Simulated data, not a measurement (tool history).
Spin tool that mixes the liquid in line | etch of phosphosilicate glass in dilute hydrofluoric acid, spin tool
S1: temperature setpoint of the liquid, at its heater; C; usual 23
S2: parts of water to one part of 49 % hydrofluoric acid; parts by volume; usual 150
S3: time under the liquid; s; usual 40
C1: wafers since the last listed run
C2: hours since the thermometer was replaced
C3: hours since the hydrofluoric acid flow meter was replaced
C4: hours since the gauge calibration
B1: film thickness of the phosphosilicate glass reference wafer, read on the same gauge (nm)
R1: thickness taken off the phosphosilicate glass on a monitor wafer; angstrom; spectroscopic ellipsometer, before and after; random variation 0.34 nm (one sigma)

run     day    S1   S2  S3   C1      C2      C3     C4     B1     R1
  1       0  26.5  150  40    0   623.6  1906.8  122.8  30.02  444.2
  2   1.733    23  150  60  496   665.2  1948.4  164.4     30    585
  3   3.833    23  150  60  601   715.6  1998.8  214.8  29.98  582.7
  4   5.062    23  125  40  351   745.1  2028.3  244.3     30  475.9
  5   7.375    23  125  40  662   800.6  2083.8  299.8  29.96  472.3
      8.221  -- hydrofluoric acid flow meter replaced
  6   8.467    23  150  40  300   826.8     5.9    326  30.02  428.9
  7  10.617    23  150  40  615   878.4    57.5  377.6  30.02  429.1
  8    12.6    21  110  55  567     926   105.1  425.2  30.01  771.2
  9  15.133    25  195  40  725   986.8   165.9    486     30  335.9
     16.225  -- gauge calibrated
 10  16.571    23  125  40  411  1021.3   200.4    8.3  30.01  523.6
     17.283  -- thermometer replaced
 11   18.85  19.5  220  55  640    37.6   255.1     63  29.99  345.5
 12  21.375  21.5  125  45  723    98.2   315.7  123.6  30.02  578.2
 13  23.612    20  220  15  640   151.9   369.4  177.3     30   92.9
 14  25.046    23   95  40  410   186.3   403.8  211.7  30.01  749.2

Forecast each of these 5 alternatives for the next run:
  A  25.062    23  150  55   4  186.7  404.2  212.1   ?   ?
  B  25.062    23  180  40   4  186.7  404.2  212.1   ?   ?
  C  25.062  25.5  110  20   4  186.7  404.2  212.1   ?   ?
  D  25.062    20  120  40   4  186.7  404.2  212.1   ?   ?
  E  25.062    25  150  40   4  186.7  404.2  212.1   ?   ?

run     B1     R1
  A  30.03  603.1
  B  30.03  353.5
  C  30.03  345.6
  D  30.03  503.4
  E  30.03  473.5
Without the tool's hidden state the same runs would have given:
run     R1
  A  633.8
  B  371.7
  C    363
  D  528.8
  E  497.6

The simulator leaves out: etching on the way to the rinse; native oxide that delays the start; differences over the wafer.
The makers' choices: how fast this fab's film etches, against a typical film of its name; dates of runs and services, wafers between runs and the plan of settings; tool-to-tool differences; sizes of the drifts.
